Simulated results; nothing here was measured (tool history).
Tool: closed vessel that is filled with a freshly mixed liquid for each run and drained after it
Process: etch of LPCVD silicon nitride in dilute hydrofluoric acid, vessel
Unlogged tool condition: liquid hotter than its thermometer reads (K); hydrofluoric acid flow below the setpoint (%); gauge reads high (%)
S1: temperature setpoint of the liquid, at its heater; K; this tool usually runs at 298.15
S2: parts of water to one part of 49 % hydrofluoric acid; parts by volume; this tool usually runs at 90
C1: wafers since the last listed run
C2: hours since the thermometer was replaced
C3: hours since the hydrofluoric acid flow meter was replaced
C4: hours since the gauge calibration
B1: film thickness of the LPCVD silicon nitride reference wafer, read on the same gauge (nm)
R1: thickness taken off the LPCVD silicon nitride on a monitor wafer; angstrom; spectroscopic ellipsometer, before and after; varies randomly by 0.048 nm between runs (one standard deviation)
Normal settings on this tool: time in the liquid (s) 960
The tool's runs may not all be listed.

{"run": 1, "hour": 0.0, "S1": 298.15, "S2": 90, "time in the liquid (s)": 1390, "C1": 0, "C2": 2006.9, "C3": 834.6, "C4": 2429.5, "B1": 70.04, "R1": 74.8}
{"run": 2, "hour": 95.7, "S1": 298.15, "S2": 90, "time in the liquid (s)": 1390, "C1": 4587, "C2": 2102.6, "C3": 930.3, "C4": 2525.2, "B1": 70.05, "R1": 74.6}
{"run": 3, "hour": 154.1, "S1": 298.15, "S2": 90, "time in the liquid (s)": 1390, "C1": 2799, "C2": 2161, "C3": 988.7, "C4": 2583.6, "B1": 69.96, "R1": 74.2}
{"run": 4, "hour": 233.0, "S1": 298.15, "S2": 90, "time in the liquid (s)": 960, "C1": 3781, "C2": 2239.9, "C3": 1067.6, "C4": 2662.5, "B1": 70.04, "R1": 51.9}
{"run": 5, "hour": 487.0, "S1": 298.15, "S2": 90, "time in the liquid (s)": 960, "C1": 12174, "C2": 2493.9, "C3": 1321.6, "C4": 2916.5, "B1": 69.98, "R1": 50.7}
{"hour": 667.0, "done": "hydrofluoric acid flow meter replaced"}
{"run": 6, "hour": 668.3, "S1": 298.15, "S2": 90, "time in the liquid (s)": 960, "C1": 8641, "C2": 2675.2, "C3": 1.3, "C4": 3097.8, "B1": 70.01, "R1": 51.1}
{"hour": 688.0, "done": "thermometer replaced"}
{"run": 7, "hour": 764.8, "S1": 298.15, "S2": 90, "time in the liquid (s)": 960, "C1": 4577, "C2": 76.8, "C3": 97.8, "C4": 3194.3, "B1": 70.03, "R1": 51.4}
{"run": 8, "hour": 824.4, "S1": 298.15, "S2": 90, "time in the liquid (s)": 960, "C1": 2856, "C2": 136.4, "C3": 157.4, "C4": 3253.9, "B1": 69.99, "R1": 51.6}
{"run": 9, "hour": 883.2, "S1": 298.15, "S2": 115, "time in the liquid (s)": 960, "C1": 2818, "C2": 195.2, "C3": 216.2, "C4": 3312.7, "B1": 69.95, "R1": 40.7}
{"hour": 911.2, "done": "gauge calibrated"}
{"run": 10, "hour": 978.9, "S1": 298.15, "S2": 115, "time in the liquid (s)": 960, "C1": 4587, "C2": 290.9, "C3": 311.9, "C4": 67.7, "B1": 70.01, "R1": 40.3}
{"run": 11, "hour": 1060.8, "S1": 298.15, "S2": 115, "time in the liquid (s)": 960, "C1": 3925, "C2": 372.8, "C3": 393.8, "C4": 149.6, "B1": 69.98, "R1": 40.8}
{"run": 12, "hour": 1145.1, "S1": 298.15, "S2": 90, "time in the liquid (s)": 960, "C1": 4040, "C2": 457.1, "C3": 478.1, "C4": 233.9, "B1": 70.02, "R1": 51.4}
{"run": 13, "hour": 1251.7, "S1": 298.15, "S2": 90, "time in the liquid (s)": 960, "C1": 5109, "C2": 563.7, "C3": 584.7, "C4": 340.5, "B1": 70.03, "R1": 51.1}
{"run": 14, "hour": 1329.6, "S1": 301.15, "S2": 105, "time in the liquid (s)": 960, "C1": 3733, "C2": 641.6, "C3": 662.6, "C4": 418.4, "B1": 69.97, "R1": 53.7}
{"run": 15, "hour": 1379.6, "S1": 299.65, "S2": 90, "time in the liquid (s)": 390, "C1": 2396, "C2": 691.6, "C3": 712.6, "C4": 468.4, "B1": 69.94, "R1": 23}
{"run": 16, "hour": 1530.5, "S1": 302.65, "S2": 115, "time in the liquid (s)": 1245, "C1": 7232, "C2": 842.5, "C3": 863.5, "C4": 619.3, "B1": 70.03, "R1": 70.5}
{"run": 17, "hour": 1572.5, "S1": 298.15, "S2": 90, "time in the liquid (s)": 960, "C1": 2013, "C2": 884.5, "C3": 905.5, "C4": 661.3, "B1": 70, "R1": 50.7}
{"run": 18, "hour": 1609.6, "S1": 298.15, "S2": 90, "time in the liquid (s)": 1130, "C1": 1778, "C2": 921.6, "C3": 942.6, "C4": 698.4, "B1": 69.98, "R1": 59.9}
{"run": 19, "hour": 1662.0, "S1": 298.15, "S2": 90, "time in the liquid (s)": 960, "C1": 2511, "C2": 974, "C3": 995, "C4": 750.8, "B1": 70.02, "R1": 51.1}
{"run": 20, "hour": 1737.9, "S1": 298.15, "S2": 90, "time in the liquid (s)": 960, "C1": 3637, "C2": 1049.9, "C3": 1070.9, "C4": 826.7, "B1": 70.04, "R1": 50.8}
{"run": 21, "hour": 1817.8, "S1": 298.15, "S2": 90, "time in the liquid (s)": 960, "C1": 3829, "C2": 1129.8, "C3": 1150.8, "C4": 906.6, "B1": 70.02, "R1": 50.2}
{"run": 22, "hour": 1881.1, "S1": 301.65, "S2": 110, "time in the liquid (s)": 960, "C1": 3034, "C2": 1193.1, "C3": 1214.1, "C4": 969.9, "B1": 70.03, "R1": 52}
{"run": 23, "hour": 1986.1, "S1": 294.65, "S2": 90, "time in the liquid (s)": 590, "C1": 5032, "C2": 1298.1, "C3": 1319.1, "C4": 1074.9, "B1": 70, "R1": 24.8}
{"hour": 2011.7, "done": "hydrofluoric acid flow meter replaced"}
{"run": 24, "hour": 2090.6, "S1": 302.15, "S2": 65, "time in the liquid (s)": 960, "C1": 4960, "C2": 1402.6, "C3": 78.9, "C4": 1179.4, "B1": 69.98, "R1": 91.6}
{"run": 25, "hour": 2160.0, "S1": 293.65, "S2": 125, "time in the liquid (s)": 960, "C1": 3326, "C2": 1472, "C3": 148.3, "C4": 1248.8, "B1": 70.01, "R1": 27.7}
{"run": 26, "hour": 2253.5, "S1": 298.15, "S2": 90, "time in the liquid (s)": 960, "C1": 4481, "C2": 1565.5, "C3": 241.8, "C4": 1342.3, "B1": 69.99, "R1": 51.8}
{"run": 27, "hour": 2332.6, "S1": 302.65, "S2": 90, "time in the liquid (s)": 1165, "C1": 3791, "C2": 1644.6, "C3": 320.9, "C4": 1421.4, "B1": 70.01, "R1": 82.9}
{"run": 28, "hour": 2409.3, "S1": 294.65, "S2": 60, "time in the liquid (s)": 1495, "C1": 3676, "C2": 1721.3, "C3": 397.6, "C4": 1498.1, "B1": 70, "R1": 94.3}
{"run": 29, "hour": 2471.8, "S1": 299.65, "S2": 75, "time in the liquid (s)": 960, "C1": 2995, "C2": 1783.8, "C3": 460.1, "C4": 1560.6, "B1": 69.98, "R1": 66.8}
{"run": 30, "hour": 2770.1, "S1": 298.15, "S2": 90, "time in the liquid (s)": 960, "C1": 14297, "C2": 2082.1, "C3": 758.4, "C4": 1858.9, "B1": 69.96, "R1": 51.4}
{"run": 31, "hour": 2844.9, "S1": 298.15, "S2": 90, "time in the liquid (s)": 960, "C1": 3585, "C2": 2156.9, "C3": 833.2, "C4": 1933.7, "B1": 69.97, "R1": 51.2}
{"run": 32, "hour": 2902.5, "S1": 294.65, "S2": 115, "time in the liquid (s)": 1400, "C1": 2760, "C2": 2214.5, "C3": 890.8, "C4": 1991.3, "B1": 70, "R1": 46.5}
{"run": 33, "hour": 3009.9, "S1": 302.15, "S2": 70, "time in the liquid (s)": 960, "C1": 5147, "C2": 2321.9, "C3": 998.2, "C4": 2098.7, "B1": 69.97, "R1": 86.3}

Branching from run 33: 3 alternative next runs. What would each branch give?
{"run": "A", "hour": 3010.8, "S1": 298.15, "S2": 90, "time in the liquid (s)": 960, "C1": 43, "C2": 2322.8, "C3": 999.1, "C4": 2099.6, "B1": "?", "R1": "?"}
{"run": "B", "hour": 3010.8, "S1": 298.15, "S2": 70, "time in the liquid (s)": 1115, "C1": 43, "C2": 2322.8, "C3": 999.1, "C4": 2099.6, "B1": "?", "R1": "?"}
{"run": "C", "hour": 3010.8, "S1": 298.15, "S2": 110, "time in the liquid (s)": 800, "C1": 43, "C2": 2322.8, "C3": 999.1, "C4": 2099.6, "B1": "?", "R1": "?"}

run=A B1=70.01 R1=51.1
run=B B1=70.01 R1=76.1
run=C B1=70.01 R1=34.9
Without the tool's unlogged condition, the same runs would have read:
run=A R1=51.1
run=B R1=76.1
run=C R1=34.9
